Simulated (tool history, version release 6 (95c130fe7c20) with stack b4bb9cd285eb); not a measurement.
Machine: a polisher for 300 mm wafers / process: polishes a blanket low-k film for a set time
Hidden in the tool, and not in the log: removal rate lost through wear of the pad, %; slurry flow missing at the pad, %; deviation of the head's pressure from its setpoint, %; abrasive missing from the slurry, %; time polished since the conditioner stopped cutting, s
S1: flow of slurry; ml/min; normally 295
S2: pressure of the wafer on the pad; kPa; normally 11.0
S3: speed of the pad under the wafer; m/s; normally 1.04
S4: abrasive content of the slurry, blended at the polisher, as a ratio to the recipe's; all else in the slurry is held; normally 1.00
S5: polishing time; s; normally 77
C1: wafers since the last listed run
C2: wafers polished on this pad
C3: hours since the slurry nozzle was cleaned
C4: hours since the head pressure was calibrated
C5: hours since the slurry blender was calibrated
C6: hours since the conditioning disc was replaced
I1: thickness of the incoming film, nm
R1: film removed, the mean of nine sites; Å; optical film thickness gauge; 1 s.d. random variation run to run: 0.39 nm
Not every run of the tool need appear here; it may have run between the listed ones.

Run 1, hour 0.0: usual settings; C1 0; C2 756; C3 657.0; C4 48.9; C5 105.2; C6 367.8; I1 590.8. Result: R1 262 Å.
Run 2, hour 28.3: usual settings; C1 322; C2 1079; C3 685.3; C4 77.2; C5 133.5; C6 396.1; I1 583.5. Result: R1 258 Å.
At hour 39.9: conditioning disc replaced and pad reconditioned.
At hour 61.5: slurry nozzle cleaned.
Run 3, hour 86.9: usual settings; C1 634; C2 1713; C3 25.4; C4 135.8; C5 192.1; C6 47.0; I1 585.6. Result: R1 259 Å.
Run 4, hour 132.8: usual settings; C1 523; C2 2237; C3 71.3; C4 181.7; C5 238.0; C6 92.9; I1 586.3. Result: R1 251 Å.
Run 5, hour 160.9: usual settings; C1 320; C2 2557; C3 99.4; C4 209.8; C5 266.1; C6 121.0; I1 586.8. Result: R1 245 Å.
At hour 170.7: slurry blender recalibrated, repeated, since the last time left the tool worse.
Run 6, hour 198.7: usual settings but S1 315 ml/min; C1 408; C2 2966; C3 137.2; C4 247.6; C5 28.0; C6 158.8; I1 582.0. Result: R1 327 Å.
Run 7, hour 251.8: usual settings but S2 14.5 kPa, S4 0.75; C1 605; C2 3572; C3 190.3; C4 300.7; C5 81.1; C6 211.9; I1 590.5. Result: R1 317 Å.
Run 8, hour 289.1: usual settings; C1 425; C2 3998; C3 227.6; C4 338.0; C5 118.4; C6 249.2; I1 592.3. Result: R1 325 Å.
At hour 329.1: worn pad replaced by a new one.
Run 9, hour 344.7: usual settings but S1 255 ml/min, S3 1.28 m/s, S4 0.85, S5 66 s; C1 588; C2 177; C3 283.2; C4 393.6; C5 174.0; C6 304.8; I1 586.3. Result: R1 284 Å.
At hour 379.3: head pressure recalibrated.
Run 10, hour 397.3: usual settings but S1 200 ml/min, S3 1.32 m/s; C1 577; C2 754; C3 335.8; C4 18.0; C5 226.6; C6 357.4; I1 586.5. Result: R1 367 Å.
At hour 424.2: conditioning disc replaced and pad reconditioned.
Run 11, hour 461.6: usual settings but S1 315 ml/min; C1 710; C2 1465; C3 400.1; C4 82.3; C5 290.9; C6 37.4; I1 591.2. Result: R1 308 Å.
At hour 573.5: slurry blender recalibrated.
Run 12, hour 666.5: usual settings; C1 2315; C2 3781; C3 605.0; C4 287.2; C5 93.0; C6 242.3; I1 594.8. Result: R1 325 Å.
Run 13, hour 701.0: usual settings but S1 365 ml/min, S2 7.6 kPa; C1 393; C2 4174; C3 639.5; C4 321.7; C5 127.5; C6 276.8; I1 582.1. Result: R1 256 Å.
At hour 732.4: slurry nozzle cleaned.
At hour 747.1: worn pad replaced by a new one.
Run 14, hour 747.6: usual settings; C1 474; C2 5; C3 15.2; C4 368.3; C5 174.1; C6 323.4; I1 585.6. Result: R1 327 Å.
At hour 797.8: conditioning disc replaced and pad reconditioned.
Run 15, hour 812.9: usual settings but S1 265 ml/min, S3 1.24 m/s, S5 57 s; C1 722; C2 727; C3 80.5; C4 433.6; C5 239.4; C6 15.1; I1 586.4. Result: R1 256 Å.
At hour 816.5: head pressure recalibrated.
Run 16, hour 845.7: usual settings; C1 351; C2 1079; C3 113.3; C4 29.2; C5 272.2; C6 47.9; I1 587.5. Result: R1 305 Å.
Run 17, hour 909.5: usual settings but S2 9.7 kPa, S3 0.90 m/s, S4 1.15; C1 728; C2 1807; C3 177.1; C4 93.0; C5 336.0; C6 111.7; I1 578.9. Result: R1 274 Å.
Run 18, hour 957.6: usual settings but S4 0.90; C1 548; C2 2355; C3 225.2; C4 141.1; C5 384.1; C6 159.8; I1 585.5. Result: R1 282 Å.
At hour 976.2: slurry blender recalibrated.
Run 19, hour 999.7: usual settings but S1 360 ml/min, S3 0.76 m/s, S5 104 s; C1 457; C2 2813; C3 267.3; C4 183.2; C5 23.5; C6 201.9; I1 582.8. Result: R1 353 Å.
Run 20, hour 1033.4: usual settings; C1 384; C2 3198; C3 301.0; C4 216.9; C5 57.2; C6 235.6; I1 586.8. Result: R1 322 Å.
Run 21, hour 1072.8: usual settings; C1 449; C2 3647; C3 340.4; C4 256.3; C5 96.6; C6 275.0; I1 584.4. Result: R1 322 Å.
Run 22, hour 1098.4: usual settings but S1 375 ml/min, S2 9.7 kPa, S5 64 s; C1 292; C2 3939; C3 366.0; C4 281.9; C5 122.2; C6 300.6; I1 593.4. Result: R1 247 Å.
At hour 1142.8: worn pad replaced by a new one.
Run 23, hour 1161.4: usual settings but S3 1.24 m/s, S5 96 s; C1 673; C2 212; C3 429.0; C4 344.9; C5 185.2; C6 363.6; I1 584.1. Result: R1 459 Å.
Run 24, hour 1195.2: usual settings but S4 0.85; C1 385; C2 598; C3 462.8; C4 378.7; C5 219.0; C6 397.4; I1 583.8. Result: R1 289 Å.
At hour 1214.5: conditioning disc replaced and pad reconditioned.
Run 25, hour 1240.1: usual settings but S1 380 ml/min; C1 489; C2 1087; C3 507.7; C4 423.6; C5 263.9; C6 25.6; I1 593.6. Result: R1 317 Å.
Run 26, hour 1268.0: usual settings but S1 370 ml/min, S3 0.72 m/s, S4 0.80, S5 66 s; C1 318; C2 1405; C3 535.6; C4 451.5; C5 291.8; C6 53.5; I1 592.8. Result: R1 169 Å.

Per-run results on a tool with no hidden state, each run keeping its own random variation:
run   R1
  1  332
  2  330
  3  339
  4  335
  5  332
  6  332
  7  328
  8  337
  9  299
 10  389
 11  332
 12  332
 13  263
 14  340
 15  270
 16  325
 17  294
 18  310
 19  355
 20  326
 21  329
 22  253
 23  477
 24  304
 25  336
 26  182

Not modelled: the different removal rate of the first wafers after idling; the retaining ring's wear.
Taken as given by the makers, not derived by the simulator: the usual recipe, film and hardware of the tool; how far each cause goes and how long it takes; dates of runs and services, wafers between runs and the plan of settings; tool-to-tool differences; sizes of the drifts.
